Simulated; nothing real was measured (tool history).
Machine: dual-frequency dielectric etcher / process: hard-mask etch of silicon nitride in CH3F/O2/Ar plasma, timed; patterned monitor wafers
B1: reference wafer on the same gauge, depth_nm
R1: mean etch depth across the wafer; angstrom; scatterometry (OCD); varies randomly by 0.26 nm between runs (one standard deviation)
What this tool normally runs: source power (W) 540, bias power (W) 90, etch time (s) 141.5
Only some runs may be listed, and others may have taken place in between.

run 1 day=0 | source_power_(W)=540 bias_power_(W)=90 etch_time_(s)=141.5 | B1=101 | R1=1083
run 2 day=0.521 | source_power_(W)=540 bias_power_(W)=90 etch_time_(s)=141.5 | B1=101.2 | R1=1082
run 3 day=1.138 | source_power_(W)=540 bias_power_(W)=90 etch_time_(s)=141.5 | B1=101 | R1=1082
run 4 day=1.504 | source_power_(W)=540 bias_power_(W)=90 etch_time_(s)=141.5 | B1=101 | R1=1084
run 5 day=2.054 | source_power_(W)=500 bias_power_(W)=90 etch_time_(s)=141.5 | B1=100.9 | R1=1054
run 6 day=2.588 | source_power_(W)=540 bias_power_(W)=90 etch_time_(s)=141.5 | B1=101.1 | R1=1088
run 7 day=3.696 | source_power_(W)=540 bias_power_(W)=96 etch_time_(s)=158.5 | B1=100.9 | R1=1251
run 8 day=3.712 | source_power_(W)=540 bias_power_(W)=96 etch_time_(s)=158.5 | B1=101 | R1=1248
run 9 day=4.096 | source_power_(W)=540 bias_power_(W)=75 etch_time_(s)=141.5 | B1=100.9 | R1=999
run 10 day=4.433 | source_power_(W)=540 bias_power_(W)=90 etch_time_(s)=141.5 | B1=100.9 | R1=1080
run 11 day=4.975 | source_power_(W)=540 bias_power_(W)=79 etch_time_(s)=141.5 | B1=101 | R1=1026
run 12 day=6.171 | source_power_(W)=540 bias_power_(W)=90 etch_time_(s)=141.5 | B1=101 | R1=1080
run 13 day=6.183 | source_power_(W)=540 bias_power_(W)=90 etch_time_(s)=111.5 | B1=101 | R1=853
run 14 day=6.367 | source_power_(W)=430 bias_power_(W)=84 etch_time_(s)=117.5 | B1=101.1 | R1=814
run 15 day=6.95 | source_power_(W)=430 bias_power_(W)=98 etch_time_(s)=104 | B1=101 | R1=767
run 16 day=7.288 | source_power_(W)=470 bias_power_(W)=84 etch_time_(s)=125 | B1=100.8 | R1=894
run 17 day=7.921 | source_power_(W)=540 bias_power_(W)=110 etch_time_(s)=141.5 | B1=101 | R1=1188

Between the runs listed above, the log contained 6 entries, not reproduced here. Where in the sequence does each belong, and how does what the log doesn't record of the tool's condition differ from the listed run before to the listed run after?
Logged between run 5 and run 6: gauge calibrated (day 2.504); bias power generator calibrated (day 2.567)
  both runs share identical hidden conditions
Logged between run 6 and run 7: upper electrode replaced (day 3.675)
  both runs share identical hidden conditions
Logged between run 11 and run 12: source power generator calibrated (day 5.196); wet clean of the chamber (day 6.15)
  both runs share identical hidden conditions
Logged between run 14 and run 15: gauge calibrated (day 6.858)
  both runs share identical hidden conditions

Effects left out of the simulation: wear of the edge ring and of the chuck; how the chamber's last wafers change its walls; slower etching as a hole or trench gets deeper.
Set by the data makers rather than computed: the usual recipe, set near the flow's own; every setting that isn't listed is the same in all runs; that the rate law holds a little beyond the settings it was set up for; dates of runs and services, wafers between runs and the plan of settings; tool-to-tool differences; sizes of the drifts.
